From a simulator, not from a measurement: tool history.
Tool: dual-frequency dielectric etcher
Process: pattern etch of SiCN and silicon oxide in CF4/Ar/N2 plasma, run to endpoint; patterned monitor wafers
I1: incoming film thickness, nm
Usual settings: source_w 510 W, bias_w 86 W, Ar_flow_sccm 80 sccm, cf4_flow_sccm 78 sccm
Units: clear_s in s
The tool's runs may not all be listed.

Run 1, hour 0: usual settings; I1 12.2. Result: clear_s 12.1 s.
Run 2, hour 39.2: usual settings; I1 12.37. Result: clear_s 12.3 s.
Run 3, hour 86.7: usual settings but source_w 390 W, bias_w 93 W; I1 12.18. Result: clear_s 15.4 s.
At hour 119.9: upper electrode replaced.
At hour 130.1: source power generator calibrated.
At hour 161.1: wet clean of the chamber.
Run 4, hour 161.6: usual settings but Ar_flow_sccm 92 sccm, cf4_flow_sccm 96 sccm; I1 12.26. Result: clear_s 11.3 s.
Run 5, hour 407: usual settings but Ar_flow_sccm 100 sccm, cf4_flow_sccm 96 sccm; I1 12.28. Result: clear_s 11.5 s.
Run 6, hour 500.2: usual settings; I1 12.13. Result: clear_s 11.4 s.
Run 7, hour 565.9: usual settings; I1 12.14. Result: clear_s 11.5 s.
Run 8, hour 624.8: usual settings; I1 12.15. Result: clear_s 11.5 s.
Run 9, hour 699.2: usual settings; I1 12.19. Result: clear_s 11.7 s.
Run 10, hour 794.7: usual settings; I1 12.16. Result: clear_s 11.7 s.
At hour 820.3: wet clean of the chamber.
Run 11, hour 899.9: usual settings but source_w 590 W, cf4_flow_sccm 62 sccm; I1 12.16. Result: clear_s 10.2 s.
Run 12, hour 977.8: usual settings but source_w 470 W, bias_w 75 W; I1 12.23. Result: clear_s 12.7 s.
Run 13, hour 1065.4: usual settings but bias_w 107 W, cf4_flow_sccm 96 sccm; I1 11.98. Result: clear_s 10.4 s.
Run 14, hour 1104: usual settings; I1 12.19. Result: clear_s 11.5 s.
Run 15, hour 1162.1: usual settings but bias_w 67 W; I1 12.22. Result: clear_s 12.3 s.
Run 16, hour 1256.6: usual settings but source_w 630 W, bias_w 72 W; I1 12.09. Result: clear_s 9.9 s.
Run 17, hour 1323.3: usual settings but source_w 380 W, bias_w 68 W, cf4_flow_sccm 66 sccm; I1 12.16. Result: clear_s 16.7 s.
Run 18, hour 1371.8: usual settings but bias_w 107 W, Ar_flow_sccm 96 sccm; I1 12.18. Result: clear_s 11.4 s.
Run 19, hour 1478: usual settings; I1 12.05. Result: clear_s 11.7 s.
At hour 1522.2: wet clean of the chamber.
Run 20, hour 1572.4: usual settings; I1 12.17. Result: clear_s 11.5 s.
Run 21, hour 1629.9: usual settings but source_w 600 W; I1 12.11. Result: clear_s 9.8 s.
Run 22, hour 1672.4: usual settings but source_w 580 W, bias_w 101 W, Ar_flow_sccm 97 sccm, cf4_flow_sccm 71 sccm; I1 12.26. Result: clear_s 10.2 s.
Run 23, hour 1844.3: usual settings but source_w 590 W, Ar_flow_sccm 66 sccm; I1 12.27. Result: clear_s 10.1 s.

Forecast each of these 5 alternatives for the next run:
Run A, hour 1844.7: usual settings; I1 12.26. Result: clear_s ?.
Run B, hour 1844.7: usual settings but source_w 600 W, bias_w 94 W, Ar_flow_sccm 91 sccm, cf4_flow_sccm 93 sccm; I1 12.26. Result: clear_s ?.
Run C, hour 1844.7: usual settings but bias_w 98 W, cf4_flow_sccm 71 sccm; I1 12.26. Result: clear_s ?.
Run D, hour 1844.7: usual settings but cf4_flow_sccm 93 sccm; I1 12.26. Result: clear_s ?.
Run E, hour 1844.7: usual settings but source_w 550 W, bias_w 77 W, Ar_flow_sccm 69 sccm; I1 12.26. Result: clear_s ?.

run  clear_s
  A     11.8
  B      9.9
  C     11.5
  D     11.6
  E     11.1
Without the tool's hidden state the same runs would have given:
run  clear_s
  A     11.4
  B      9.5
  C     11.1
  D     11.1
  E     10.7

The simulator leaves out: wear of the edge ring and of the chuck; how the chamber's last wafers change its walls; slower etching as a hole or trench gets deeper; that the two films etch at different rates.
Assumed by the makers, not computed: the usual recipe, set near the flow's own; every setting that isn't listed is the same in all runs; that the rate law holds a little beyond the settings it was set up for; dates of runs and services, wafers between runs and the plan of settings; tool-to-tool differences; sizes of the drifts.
